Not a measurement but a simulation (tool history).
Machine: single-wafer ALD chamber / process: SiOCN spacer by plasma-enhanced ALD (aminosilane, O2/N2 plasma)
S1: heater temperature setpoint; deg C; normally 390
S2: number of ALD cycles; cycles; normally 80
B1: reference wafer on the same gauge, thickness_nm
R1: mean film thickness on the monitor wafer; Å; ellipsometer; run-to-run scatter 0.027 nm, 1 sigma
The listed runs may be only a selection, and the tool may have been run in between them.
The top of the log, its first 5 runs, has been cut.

{"run": 6, "hour": 58.2, "S1": 390, "S2": 80, "B1": 4.354, "R1": 54.36}
{"run": 7, "hour": 65.7, "S1": 390, "S2": 80, "B1": 4.345, "R1": 54.6}
{"run": 8, "hour": 78.7, "S1": 383, "S2": 90, "B1": 4.346, "R1": 61.08}
{"run": 9, "hour": 88.4, "S1": 383, "S2": 90, "B1": 4.346, "R1": 61.5}
{"run": 10, "hour": 102.7, "S1": 383, "S2": 90, "B1": 4.352, "R1": 60.76}
{"run": 11, "hour": 119.2, "S1": 390, "S2": 76, "B1": 4.343, "R1": 51.57}
{"run": 12, "hour": 131.8, "S1": 390, "S2": 76, "B1": 4.349, "R1": 51.37}
{"run": 13, "hour": 149.5, "S1": 396, "S2": 80, "B1": 4.342, "R1": 54.15}
{"run": 14, "hour": 156.9, "S1": 395, "S2": 80, "B1": 4.35, "R1": 54.23}
{"run": 15, "hour": 164.9, "S1": 390, "S2": 80, "B1": 4.339, "R1": 54.31}
{"run": 16, "hour": 175.3, "S1": 390, "S2": 80, "B1": 4.346, "R1": 53.89}
{"run": 17, "hour": 202.5, "S1": 390, "S2": 80, "B1": 4.355, "R1": 54.59}
{"run": 18, "hour": 249.9, "S1": 390, "S2": 80, "B1": 4.362, "R1": 54.36}
{"run": 19, "hour": 266.6, "S1": 390, "S2": 87, "B1": 4.359, "R1": 58.39}
{"run": 20, "hour": 283.2, "S1": 390, "S2": 80, "B1": 4.35, "R1": 54.15}
{"hour": 292.9, "done": "gauge calibrated"}
{"run": 21, "hour": 299.2, "S1": 390, "S2": 80, "B1": 4.348, "R1": 53.58}
{"hour": 311.0, "done": "thermocouple changed; heater temperature recalibrated"}
{"run": 22, "hour": 313.4, "S1": 390, "S2": 80, "B1": 4.351, "R1": 54.28}
{"run": 23, "hour": 328.6, "S1": 379, "S2": 74, "B1": 4.351, "R1": 50.31}
{"run": 24, "hour": 381.9, "S1": 390, "S2": 76, "B1": 4.353, "R1": 51.32}
{"run": 25, "hour": 396.7, "S1": 403, "S2": 86, "B1": 4.346, "R1": 57.16}
{"run": 26, "hour": 406.3, "S1": 382, "S2": 73, "B1": 4.358, "R1": 49.47}
{"run": 27, "hour": 416.9, "S1": 390, "S2": 80, "B1": 4.347, "R1": 54.06}
{"run": 28, "hour": 429.7, "S1": 398, "S2": 80, "B1": 4.349, "R1": 54.41}
{"run": 29, "hour": 442.0, "S1": 390, "S2": 85, "B1": 4.346, "R1": 57.27}

Run 30, settings as shown, results not yet in. Your forecast:
{"run": 30, "hour": 455.6, "S1": 394, "S2": 75, "B1": "?", "R1": "?"}

{"run 30": {"B1": 4.35, "R1": 50.88}}
Minus the tool's unlogged condition, the same run would have read R1 50.88 Å.
